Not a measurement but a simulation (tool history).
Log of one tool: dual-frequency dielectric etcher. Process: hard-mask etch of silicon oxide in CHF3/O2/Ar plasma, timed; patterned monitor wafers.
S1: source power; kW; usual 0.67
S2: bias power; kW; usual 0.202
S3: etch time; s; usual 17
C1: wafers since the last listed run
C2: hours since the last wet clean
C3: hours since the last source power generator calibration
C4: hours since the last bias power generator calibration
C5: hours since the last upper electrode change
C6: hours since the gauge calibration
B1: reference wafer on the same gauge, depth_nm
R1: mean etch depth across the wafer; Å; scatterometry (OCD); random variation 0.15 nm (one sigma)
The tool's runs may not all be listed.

Run 1, day 0: usual settings but S1 0.79 kW, S2 0.238 kW; C1 0; C2 268.3; C3 2202.5; C4 1530.2; C5 2745.1; C6 267.2; B1 37.5. Result: R1 382.1 Å.
Run 2, day 0.517: usual settings; C1 180; C2 280.7; C3 2214.9; C4 1542.6; C5 2757.5; C6 279.6; B1 37.48. Result: R1 337.7 Å.
Run 3, day 1.262: usual settings; C1 260; C2 298.6; C3 2232.8; C4 1560.5; C5 2775.4; C6 297.5; B1 37.49. Result: R1 334.9 Å.
Run 4, day 2.283: usual settings; C1 357; C2 323.1; C3 2257.3; C4 1585; C5 2799.9; C6 322; B1 37.49. Result: R1 333.5 Å.
Run 5, day 3.1: usual settings; C1 285; C2 342.7; C3 2276.9; C4 1604.6; C5 2819.5; C6 341.6; B1 37.47. Result: R1 335.5 Å.
Run 6, day 3.654: usual settings; C1 193; C2 356; C3 2290.2; C4 1617.9; C5 2832.8; C6 354.9; B1 37.52. Result: R1 335 Å.
Run 7, day 5.042: usual settings; C1 485; C2 389.3; C3 2323.5; C4 1651.2; C5 2866.1; C6 388.2; B1 37.48. Result: R1 332.6 Å.
At day 6.317: source power generator calibrated.
Run 8, day 6.783: usual settings; C1 550; C2 431.1; C3 11.2; C4 1693; C5 2907.9; C6 430; B1 37.51. Result: R1 331.9 Å.
Run 9, day 8.217: usual settings; C1 501; C2 465.5; C3 45.6; C4 1727.4; C5 2942.3; C6 464.4; B1 37.48. Result: R1 328.1 Å.
Run 10, day 9.267: usual settings but S1 0.52 kW; C1 367; C2 490.7; C3 70.8; C4 1752.6; C5 2967.5; C6 489.6; B1 37.5. Result: R1 304.6 Å.
Run 11, day 10.696: usual settings; C1 499; C2 525; C3 105.1; C4 1786.9; C5 3001.8; C6 523.9; B1 37.47. Result: R1 328.5 Å.
At day 12.188: wet clean of the chamber.
Run 12, day 12.208: usual settings but S3 21.5 s; C1 179; C2 0.5; C3 141.4; C4 1823.2; C5 3038.1; C6 560.2; B1 37.46. Result: R1 438.2 Å.
Run 13, day 13.054: usual settings but S1 0.62 kW, S3 19.5 s; C1 295; C2 20.8; C3 161.7; C4 1843.5; C5 3058.4; C6 580.5; B1 37.48. Result: R1 389.2 Å.
Run 14, day 13.571: usual settings; C1 180; C2 33.2; C3 174.1; C4 1855.9; C5 3070.8; C6 592.9; B1 37.48. Result: R1 345.6 Å.
Run 15, day 14.088: usual settings but S1 0.8 kW, S2 0.248 kW, S3 21.5 s; C1 180; C2 45.6; C3 186.5; C4 1868.3; C5 3083.2; C6 605.3; B1 37.52. Result: R1 510.2 Å.
At day 14.458: gauge calibrated.
At day 15.742: upper electrode replaced.
Run 16, day 15.762: usual settings but S2 0.241 kW; C1 236; C2 85.8; C3 226.7; C4 1908.5; C5 0.5; C6 31.3; B1 37.51. Result: R1 373 Å.
At day 16.133: bias power generator calibrated.
Run 17, day 18.804: usual settings; C1 1005; C2 158.8; C3 299.7; C4 64.1; C5 73.5; C6 104.3; B1 37.51. Result: R1 340.4 Å.
Run 18, day 19.475: usual settings but S2 0.221 kW, S3 14.5 s; C1 234; C2 174.9; C3 315.8; C4 80.2; C5 89.6; C6 120.4; B1 37.49. Result: R1 301.1 Å.
Run 19, day 20.825: usual settings; C1 472; C2 207.3; C3 348.2; C4 112.6; C5 122; C6 152.8; B1 37.46. Result: R1 340.1 Å.

3 ways to go on from here, each from the tool as it stands after run 19. What would each give?
Run A, day 20.842: usual settings but S2 0.237 kW; C1 5; C2 207.7; C3 348.6; C4 113; C5 122.4; C6 153.2; B1 ?. Result: R1 ?.
Run B, day 20.842: usual settings but S1 0.52 kW, S3 14.5 s; C1 5; C2 207.7; C3 348.6; C4 113; C5 122.4; C6 153.2; B1 ?. Result: R1 ?.
Run C, day 20.842: usual settings but S1 0.74 kW, S2 0.158 kW, S3 21 s; C1 5; C2 207.7; C3 348.6; C4 113; C5 122.4; C6 153.2; B1 ?. Result: R1 ?.

run     B1     R1
  A  37.47  365.5
  B  37.47  269.3
  C  37.47  388.9
Without the tool's hidden state the same runs would have given:
run     R1
  A  372.9
  B  274.8
  C  396.8

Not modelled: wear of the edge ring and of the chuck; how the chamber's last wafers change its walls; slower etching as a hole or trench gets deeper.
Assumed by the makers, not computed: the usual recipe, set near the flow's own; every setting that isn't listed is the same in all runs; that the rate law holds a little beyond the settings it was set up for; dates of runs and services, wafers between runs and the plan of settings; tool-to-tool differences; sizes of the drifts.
